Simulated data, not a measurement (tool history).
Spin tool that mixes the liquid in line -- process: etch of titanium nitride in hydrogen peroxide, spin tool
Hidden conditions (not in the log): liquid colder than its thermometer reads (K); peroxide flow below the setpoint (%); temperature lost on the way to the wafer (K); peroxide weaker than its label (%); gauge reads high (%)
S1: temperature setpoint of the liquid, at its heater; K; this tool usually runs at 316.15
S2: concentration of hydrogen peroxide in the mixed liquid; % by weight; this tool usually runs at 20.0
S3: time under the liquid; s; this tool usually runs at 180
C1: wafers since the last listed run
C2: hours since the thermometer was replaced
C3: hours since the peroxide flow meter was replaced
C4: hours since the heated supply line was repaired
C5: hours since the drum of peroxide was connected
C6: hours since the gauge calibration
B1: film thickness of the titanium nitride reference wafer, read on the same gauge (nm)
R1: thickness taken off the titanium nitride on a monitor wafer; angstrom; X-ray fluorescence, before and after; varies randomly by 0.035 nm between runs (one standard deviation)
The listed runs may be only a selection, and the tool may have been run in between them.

run 1 day=0.000 | S1=323.15 S2=20.0 S3=180 | C1=0 C2=1967.3 C3=348.4 C4=1097.5 C5=171.1 C6=216.2 | B1=130.006 | R1=50.39
run 2 day=0.329 | S1=323.15 S2=20.0 S3=180 | C1=61 C2=1975.2 C3=356.3 C4=1105.4 C5=179.0 C6=224.1 | B1=130.015 | R1=50.23
run 3 day=0.983 | S1=316.15 S2=20.0 S3=180 | C1=122 C2=1990.9 C3=372.0 C4=1121.1 C5=194.7 C6=239.8 | B1=129.993 | R1=29.96
run 4 day=1.496 | S1=316.15 S2=20.0 S3=180 | C1=95 C2=2003.2 C3=384.3 C4=1133.4 C5=207.0 C6=252.1 | B1=129.973 | R1=29.69
run 5 day=1.871 | S1=316.15 S2=18.0 S3=180 | C1=70 C2=2012.2 C3=393.3 C4=1142.4 C5=216.0 C6=261.1 | B1=130.005 | R1=28.91
run 6 day=2.412 | S1=316.15 S2=18.0 S3=180 | C1=101 C2=2025.2 C3=406.3 C4=1155.4 C5=229.0 C6=274.1 | B1=129.988 | R1=28.88
run 7 day=2.983 | S1=316.15 S2=18.0 S3=180 | C1=106 C2=2038.9 C3=420.0 C4=1169.1 C5=242.7 C6=287.8 | B1=130.027 | R1=29.13
run 8 day=3.367 | S1=319.65 S2=20.0 S3=120 | C1=71 C2=2048.1 C3=429.2 C4=1178.3 C5=251.9 C6=297.0 | B1=129.952 | R1=25.90
run 9 day=3.638 | S1=319.65 S2=20.0 S3=120 | C1=50 C2=2054.6 C3=435.7 C4=1184.8 C5=258.4 C6=303.5 | B1=129.986 | R1=25.62
run 10 day=4.104 | S1=316.15 S2=24.5 S3=180 | C1=87 C2=2065.8 C3=446.9 C4=1196.0 C5=269.6 C6=314.7 | B1=129.995 | R1=30.48
-- day=4.496 gauge calibrated
run 11 day=4.846 | S1=316.15 S2=20.0 S3=180 | C1=138 C2=2083.6 C3=464.7 C4=1213.8 C5=287.4 C6=8.4 | B1=130.015 | R1=29.78
-- day=4.954 new drum of peroxide connected
-- day=5.175 thermometer replaced
run 12 day=5.558 | S1=316.15 S2=25.5 S3=80 | C1=117 C2=9.2 C3=481.8 C4=1230.9 C5=14.5 C6=25.5 | B1=130.005 | R1=16.05
run 13 day=5.992 | S1=316.15 S2=20.0 S3=235 | C1=81 C2=19.6 C3=492.2 C4=1241.3 C5=24.9 C6=35.9 | B1=130.009 | R1=45.38
run 14 day=7.288 | S1=316.15 S2=20.0 S3=215 | C1=242 C2=50.7 C3=523.3 C4=1272.4 C5=56.0 C6=67.0 | B1=130.023 | R1=41.97
-- day=7.458 heated supply line repaired
run 15 day=7.896 | S1=307.15 S2=20.0 S3=95 | C1=106 C2=65.3 C3=537.9 C4=10.5 C5=70.6 C6=81.6 | B1=130.025 | R1=9.06
run 16 day=8.238 | S1=316.15 S2=20.0 S3=180 | C1=63 C2=73.5 C3=546.1 C4=18.7 C5=78.8 C6=89.8 | B1=130.015 | R1=33.76
run 17 day=8.617 | S1=316.15 S2=20.0 S3=180 | C1=70 C2=82.6 C3=555.2 C4=27.8 C5=87.9 C6=98.9 | B1=130.008 | R1=34.20
run 18 day=8.979 | S1=316.15 S2=20.0 S3=180 | C1=67 C2=91.3 C3=563.9 C4=36.5 C5=96.6 C6=107.6 | B1=129.996 | R1=33.98
run 19 day=9.504 | S1=316.15 S2=24.5 S3=100 | C1=98 C2=103.9 C3=576.5 C4=49.1 C5=109.2 C6=120.2 | B1=129.989 | R1=19.98
run 20 day=9.975 | S1=325.15 S2=15.0 S3=120 | C1=88 C2=115.2 C3=587.8 C4=60.4 C5=120.5 C6=131.5 | B1=129.982 | R1=41.32
-- day=10.221 peroxide flow meter replaced
run 21 day=10.583 | S1=316.15 S2=15.0 S3=250 | C1=106 C2=129.8 C3=8.7 C4=75.0 C5=135.1 C6=146.1 | B1=130.029 | R1=43.93
run 22 day=12.438 | S1=313.15 S2=17.0 S3=150 | C1=346 C2=174.3 C3=53.2 C4=119.5 C5=179.6 C6=190.6 | B1=130.020 | R1=21.60
run 23 day=13.050 | S1=312.15 S2=16.0 S3=180 | C1=114 C2=189.0 C3=67.9 C4=134.2 C5=194.3 C6=205.3 | B1=130.007 | R1=24.01
run 24 day=13.529 | S1=322.65 S2=20.0 S3=180 | C1=89 C2=200.5 C3=79.4 C4=145.7 C5=205.8 C6=216.8 | B1=129.990 | R1=55.87
run 25 day=13.788 | S1=316.15 S2=17.0 S3=180 | C1=48 C2=206.7 C3=85.6 C4=151.9 C5=212.0 C6=223.0 | B1=129.994 | R1=32.62

Branching from run 25: 4 alternative next runs. What would each branch give?
run A day=13.808 | S1=316.15 S2=20.0 S3=180 | C1=3 C2=207.2 C3=86.1 C4=152.4 C5=212.5 C6=223.5 | B1=? | R1=?
run B day=13.808 | S1=321.65 S2=25.0 S3=250 | C1=3 C2=207.2 C3=86.1 C4=152.4 C5=212.5 C6=223.5 | B1=? | R1=?
run C day=13.808 | S1=316.15 S2=20.0 S3=240 | C1=3 C2=207.2 C3=86.1 C4=152.4 C5=212.5 C6=223.5 | B1=? | R1=?
run D day=13.808 | S1=316.15 S2=20.0 S3=90 | C1=3 C2=207.2 C3=86.1 C4=152.4 C5=212.5 C6=223.5 | B1=? | R1=?

run=A B1=129.997 R1=34.45
run=B B1=129.997 R1=75.66
run=C B1=129.997 R1=45.93
run=D B1=129.997 R1=17.23
Had the tool no hidden state, the same runs would have come out as:
run=A R1=36.63
run=B R1=80.28
run=C R1=48.84
run=D R1=18.31

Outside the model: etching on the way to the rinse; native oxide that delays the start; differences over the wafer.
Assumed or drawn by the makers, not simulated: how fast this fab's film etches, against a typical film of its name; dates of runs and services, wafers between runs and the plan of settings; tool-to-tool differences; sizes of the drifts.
